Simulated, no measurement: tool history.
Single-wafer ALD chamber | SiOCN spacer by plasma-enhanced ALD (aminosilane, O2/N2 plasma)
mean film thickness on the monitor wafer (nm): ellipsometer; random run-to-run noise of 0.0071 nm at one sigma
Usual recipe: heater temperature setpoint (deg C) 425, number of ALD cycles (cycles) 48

run,hour,heater temperature setpoint (deg C),number of ALD cycles (cycles),"read-back reference wafer on the same gauge, thickness_nm",mean film thickness on the monitor wafer (nm)
1,0.0,432,55,2.628,3.224
2,107.7,432,55,2.630,3.235
3,147.0,432,55,2.629,3.233
4,180.0,425,48,2.632,2.892
# hour 233.0: gauge calibrated
# hour 236.6: thermocouple changed; heater temperature recalibrated
5,247.0,425,48,2.629,2.845
6,297.6,425,48,2.628,2.846
7,361.3,425,48,2.630,2.857
8,392.1,425,48,2.632,2.840
9,452.1,434,52,2.628,2.995
10,513.5,413,57,2.628,3.540
11,562.5,433,40,2.629,2.313
12,597.9,429,57,2.632,3.335

Run 13 has not been measured yet. What should we expect?
13,656.5,425,48,?,?

For run 13 the tool returned read-back reference wafer on the same gauge, thickness_nm 2.628, mean film thickness on the monitor wafer (nm) 2.839.
Had the tool carried no hidden state, the very same run would have given mean film thickness on the monitor wafer (nm) 2.836.

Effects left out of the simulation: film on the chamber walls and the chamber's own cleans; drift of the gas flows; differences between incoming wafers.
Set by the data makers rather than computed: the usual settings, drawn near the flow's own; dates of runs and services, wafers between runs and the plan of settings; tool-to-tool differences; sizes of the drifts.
